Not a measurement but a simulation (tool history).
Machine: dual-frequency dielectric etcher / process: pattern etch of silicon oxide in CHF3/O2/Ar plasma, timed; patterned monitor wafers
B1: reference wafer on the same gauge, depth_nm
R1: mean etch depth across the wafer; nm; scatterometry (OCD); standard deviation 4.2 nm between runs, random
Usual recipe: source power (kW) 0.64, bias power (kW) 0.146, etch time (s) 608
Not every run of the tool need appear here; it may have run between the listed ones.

Run 1, hour 0: usual settings but source power (kW) 0.59; B1 1110.9. Result: R1 1194.9 nm.
Run 2, hour 31.1: usual settings but source power (kW) 0.59; B1 1110. Result: R1 1196 nm.
Run 3, hour 103: usual settings but source power (kW) 0.59; B1 1110.2. Result: R1 1201.9 nm.
Run 4, hour 147.3: usual settings but etch time (s) 700; B1 1110.1. Result: R1 1440.1 nm.
At hour 206.6: wet clean of the chamber.
Run 5, hour 207.1: usual settings but etch time (s) 700; B1 1109.5. Result: R1 1407.5 nm.
Run 6, hour 220.7: usual settings but etch time (s) 700; B1 1109.7. Result: R1 1402.7 nm.
At hour 255.8: gauge calibrated.
Run 7, hour 275.3: usual settings but source power (kW) 0.67; B1 1109.7. Result: R1 1251.3 nm.
At hour 329.1: source power generator calibrated.
Run 8, hour 329.6: usual settings but source power (kW) 0.67; B1 1110. Result: R1 1254.6 nm.
Run 9, hour 355.6: usual settings but source power (kW) 0.67; B1 1109.5. Result: R1 1263.2 nm.
Run 10, hour 381.2: usual settings but source power (kW) 0.72, etch time (s) 697; B1 1110.3. Result: R1 1491.1 nm.
Run 11, hour 410.4: usual settings but source power (kW) 0.54, bias power (kW) 0.126, etch time (s) 551.5; B1 1110.2. Result: R1 993 nm.
Run 12, hour 458.4: usual settings but source power (kW) 0.5, bias power (kW) 0.182, etch time (s) 516; B1 1110.2. Result: R1 1017.9 nm.
Run 13, hour 487.7: usual settings but source power (kW) 0.74, bias power (kW) 0.175, etch time (s) 522.5; B1 1109.8. Result: R1 1222.5 nm.
At hour 518: wet clean of the chamber.
At hour 527.4: bias power generator calibrated.
Run 14, hour 544.1: usual settings; B1 1110.6. Result: R1 1243.6 nm.
Run 15, hour 596.4: usual settings but source power (kW) 0.49, bias power (kW) 0.12, etch time (s) 444.5; B1 1109.5. Result: R1 754.9 nm.
Run 16, hour 653.8: usual settings but source power (kW) 0.5, bias power (kW) 0.182, etch time (s) 516; B1 1110.2. Result: R1 1026.2 nm.

The next listed run, before its measurement:
Run 17, hour 721.6: usual settings but source power (kW) 0.78; B1 ?. Result: R1 ?.

{"run 17": {"B1": 1109.7, "R1": 1370.7}}
Had the tool carried no hidden state, the very same run would have given R1 1353.2 nm.
